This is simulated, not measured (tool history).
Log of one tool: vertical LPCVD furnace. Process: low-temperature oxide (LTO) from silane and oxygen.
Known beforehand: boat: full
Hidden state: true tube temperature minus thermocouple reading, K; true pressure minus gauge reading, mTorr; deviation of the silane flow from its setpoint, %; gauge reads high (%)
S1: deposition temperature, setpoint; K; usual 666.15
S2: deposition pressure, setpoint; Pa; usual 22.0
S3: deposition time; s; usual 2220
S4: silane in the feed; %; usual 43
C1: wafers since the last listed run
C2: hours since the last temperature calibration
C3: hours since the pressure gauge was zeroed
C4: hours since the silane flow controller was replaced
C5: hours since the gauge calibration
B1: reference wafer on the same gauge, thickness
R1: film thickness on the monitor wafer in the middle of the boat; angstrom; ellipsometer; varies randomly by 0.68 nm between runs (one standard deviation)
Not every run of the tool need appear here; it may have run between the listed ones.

{"run": 1, "hour": 0.0, "S1": 666.15, "S2": 18.7, "S3": 2220, "S4": 43, "C1": 0, "C2": 3073.7, "C3": 3438.4, "C4": 1564.4, "C5": 211.2, "B1": 289.53, "R1": 2151.3}
{"run": 2, "hour": 52.1, "S1": 670.15, "S2": 25.3, "S3": 2220, "S4": 43, "C1": 547, "C2": 3125.8, "C3": 3490.5, "C4": 1616.5, "C5": 263.3, "B1": 289.32, "R1": 3050.0}
{"run": 3, "hour": 101.4, "S1": 666.15, "S2": 22.0, "S3": 2220, "S4": 43, "C1": 517, "C2": 3175.1, "C3": 3539.8, "C4": 1665.8, "C5": 312.6, "B1": 289.08, "R1": 2538.9}
{"run": 4, "hour": 167.4, "S1": 666.15, "S2": 26.0, "S3": 2220, "S4": 43, "C1": 693, "C2": 3241.1, "C3": 3605.8, "C4": 1731.8, "C5": 378.6, "B1": 288.73, "R1": 2995.1}
{"run": 5, "hour": 216.4, "S1": 666.15, "S2": 26.0, "S3": 2220, "S4": 43, "C1": 514, "C2": 3290.1, "C3": 3654.8, "C4": 1780.8, "C5": 427.6, "B1": 288.74, "R1": 2987.5}
{"run": 6, "hour": 268.3, "S1": 666.15, "S2": 24.7, "S3": 2220, "S4": 43, "C1": 545, "C2": 3342.0, "C3": 3706.7, "C4": 1832.7, "C5": 479.5, "B1": 289.24, "R1": 2837.9}
{"run": 7, "hour": 293.6, "S1": 666.15, "S2": 22.0, "S3": 2220, "S4": 37, "C1": 265, "C2": 3367.3, "C3": 3732.0, "C4": 1858.0, "C5": 504.8, "B1": 288.71, "R1": 2091.1}
{"run": 8, "hour": 330.1, "S1": 663.15, "S2": 22.0, "S3": 2220, "S4": 43, "C1": 383, "C2": 3403.8, "C3": 3768.5, "C4": 1894.5, "C5": 541.3, "B1": 289.01, "R1": 2459.6}
{"run": 9, "hour": 386.2, "S1": 663.15, "S2": 22.0, "S3": 2220, "S4": 43, "C1": 589, "C2": 3459.9, "C3": 3824.6, "C4": 1950.6, "C5": 597.4, "B1": 288.84, "R1": 2456.1}
{"run": 10, "hour": 439.8, "S1": 666.15, "S2": 22.0, "S3": 2220, "S4": 43, "C1": 563, "C2": 3513.5, "C3": 3878.2, "C4": 2004.2, "C5": 651.0, "B1": 288.99, "R1": 2535.5}
{"run": 11, "hour": 511.3, "S1": 666.15, "S2": 22.0, "S3": 2220, "S4": 43, "C1": 751, "C2": 3585.0, "C3": 3949.7, "C4": 2075.7, "C5": 722.5, "B1": 289.08, "R1": 2529.6}
{"hour": 537.4, "done": "silane flow controller replaced"}
{"run": 12, "hour": 557.2, "S1": 666.15, "S2": 22.0, "S3": 2220, "S4": 43, "C1": 230, "C2": 3630.9, "C3": 3995.6, "C4": 19.8, "C5": 768.4, "B1": 288.53, "R1": 2656.5}
{"hour": 634.2, "done": "thermocouples replaced and temperature profile calibrated"}
{"run": 13, "hour": 634.7, "S1": 674.15, "S2": 22.0, "S3": 1380, "S4": 36, "C1": 562, "C2": 0.5, "C3": 4073.1, "C4": 97.3, "C5": 845.9, "B1": 288.86, "R1": 1370.3}
{"run": 14, "hour": 667.7, "S1": 666.15, "S2": 20.0, "S3": 1410, "S4": 49, "C1": 346, "C2": 33.5, "C3": 4106.1, "C4": 130.3, "C5": 878.9, "B1": 288.66, "R1": 1657.0}
{"run": 15, "hour": 701.7, "S1": 666.15, "S2": 18.0, "S3": 2970, "S4": 43, "C1": 357, "C2": 67.5, "C3": 4140.1, "C4": 164.3, "C5": 912.9, "B1": 288.82, "R1": 2771.1}
{"run": 16, "hour": 767.2, "S1": 670.15, "S2": 22.0, "S3": 1800, "S4": 39, "C1": 688, "C2": 133.0, "C3": 4205.6, "C4": 229.8, "C5": 978.4, "B1": 289.17, "R1": 1900.0}
{"hour": 796.2, "done": "gauge calibrated"}
{"run": 17, "hour": 814.4, "S1": 675.15, "S2": 20.0, "S3": 1500, "S4": 35, "C1": 495, "C2": 180.2, "C3": 4252.8, "C4": 277.0, "C5": 18.2, "B1": 289.02, "R1": 1314.4}
{"hour": 850.7, "done": "pressure gauge zeroed"}
{"run": 18, "hour": 860.9, "S1": 666.15, "S2": 16.7, "S3": 2640, "S4": 43, "C1": 236, "C2": 226.7, "C3": 10.2, "C4": 323.5, "C5": 64.7, "B1": 289.3, "R1": 2260.1}

What does the tool deliver on the next run?
{"run": 19, "hour": 916.0, "S1": 659.15, "S2": 20.7, "S3": 2730, "S4": 48, "C1": 578, "C2": 281.8, "C3": 65.3, "C4": 378.6, "C5": 119.8, "B1": "?", "R1": "?"}

B1: 288.98
R1: 3013.3 angstrom
Take away the tool's hidden state, keep the run-to-run variation as it was, and the same run would have given R1 3014.5 angstrom.
